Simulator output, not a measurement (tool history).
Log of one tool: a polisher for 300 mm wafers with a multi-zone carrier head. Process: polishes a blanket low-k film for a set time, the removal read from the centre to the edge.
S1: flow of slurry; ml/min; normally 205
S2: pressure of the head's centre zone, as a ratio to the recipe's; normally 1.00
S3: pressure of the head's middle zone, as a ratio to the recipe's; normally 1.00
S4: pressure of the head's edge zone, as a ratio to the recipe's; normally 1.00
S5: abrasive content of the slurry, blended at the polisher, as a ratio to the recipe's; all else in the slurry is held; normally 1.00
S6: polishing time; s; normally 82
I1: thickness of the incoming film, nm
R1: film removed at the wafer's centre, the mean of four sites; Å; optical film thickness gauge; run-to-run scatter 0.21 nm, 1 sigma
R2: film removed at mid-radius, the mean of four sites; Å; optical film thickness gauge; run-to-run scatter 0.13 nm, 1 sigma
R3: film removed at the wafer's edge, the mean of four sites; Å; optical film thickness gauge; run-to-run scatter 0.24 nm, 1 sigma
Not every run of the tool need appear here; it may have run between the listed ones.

run	hour	S1	S2	S3	S4	S5	S6	I1	R1	R2	R3
1	0.0	170	1.00	1.00	1.00	1.00	82	552.5	168	164	165
# hour 14.7: worn pad replaced by a new one
2	19.8	170	1.00	1.00	1.00	1.00	82	567.4	175	174	180
3	31.9	205	1.00	1.00	1.00	1.00	82	563.3	185	180	181
4	62.4	145	1.10	1.00	1.00	0.90	82	568.1	180	164	167
5	83.0	205	0.89	1.09	1.00	1.00	82	562.1	161	192	183
# hour 113.2: centre zone pressure recalibrated
6	117.3	150	1.00	1.00	1.00	1.00	108	555.1	224	222	227
# hour 158.0: slurry nozzle cleaned
# hour 159.8: edge zone pressure recalibrated
7	179.4	205	1.00	0.93	1.00	1.15	82	554.4	180	171	180
8	206.0	205	1.00	1.00	1.00	1.00	82	563.6	171	170	169
# hour 211.7: worn pad replaced by a new one
9	239.3	205	1.00	1.12	1.00	1.00	82	560.6	189	195	179
10	266.0	205	1.00	1.00	1.00	1.00	82	559.7	181	178	183
11	283.2	240	1.12	1.12	1.00	0.75	82	556.4	196	184	167
12	302.8	225	1.00	1.00	1.00	1.00	82	551.4	182	181	181
13	321.3	205	0.90	1.00	1.00	1.00	82	554.2	160	178	177
14	340.8	205	1.00	1.00	1.11	1.20	82	552.3	190	184	197
15	360.2	205	1.04	1.00	1.00	1.10	82	565.4	191	177	181
16	373.4	205	1.00	0.93	1.00	1.00	82	562.6	175	166	177
# hour 389.3: worn pad replaced by a new one
17	394.7	205	0.96	1.00	1.00	1.00	65	551.9	141	143	143
18	407.0	175	1.00	1.00	1.05	1.00	82	563.8	180	176	181
19	427.6	205	1.00	1.00	1.00	1.00	82	560.8	182	179	184
20	449.1	150	0.92	1.00	1.00	1.00	82	566.3	155	171	171
21	472.5	205	1.00	1.00	1.06	1.20	82	561.1	190	187	197
22	495.1	205	1.00	1.00	1.00	1.00	82	565.3	181	176	179

List, for all runs, the conditions of the tool that the log does not record:
slurry flow missing at the pad, %: 0 on each run
deviation of the centre zone's pressure from its setpoint, %: 0 on each run
deviation of the edge zone's pressure from its setpoint, %: 0 on each run
H1: removal rate lost through wear of the pad, %
run	H1
1	6.87
2	0.681
3	0.727
4	1.06
5	1.47
6	2.47
7	5.29
8	6.9
9	0.898
10	1.27
11	1.64
12	2.18
13	2.81
14	3.6
15	4.52
16	5.21
17	0.845
18	0.893
19	1.09
20	1.45
21	2.02
22	2.74
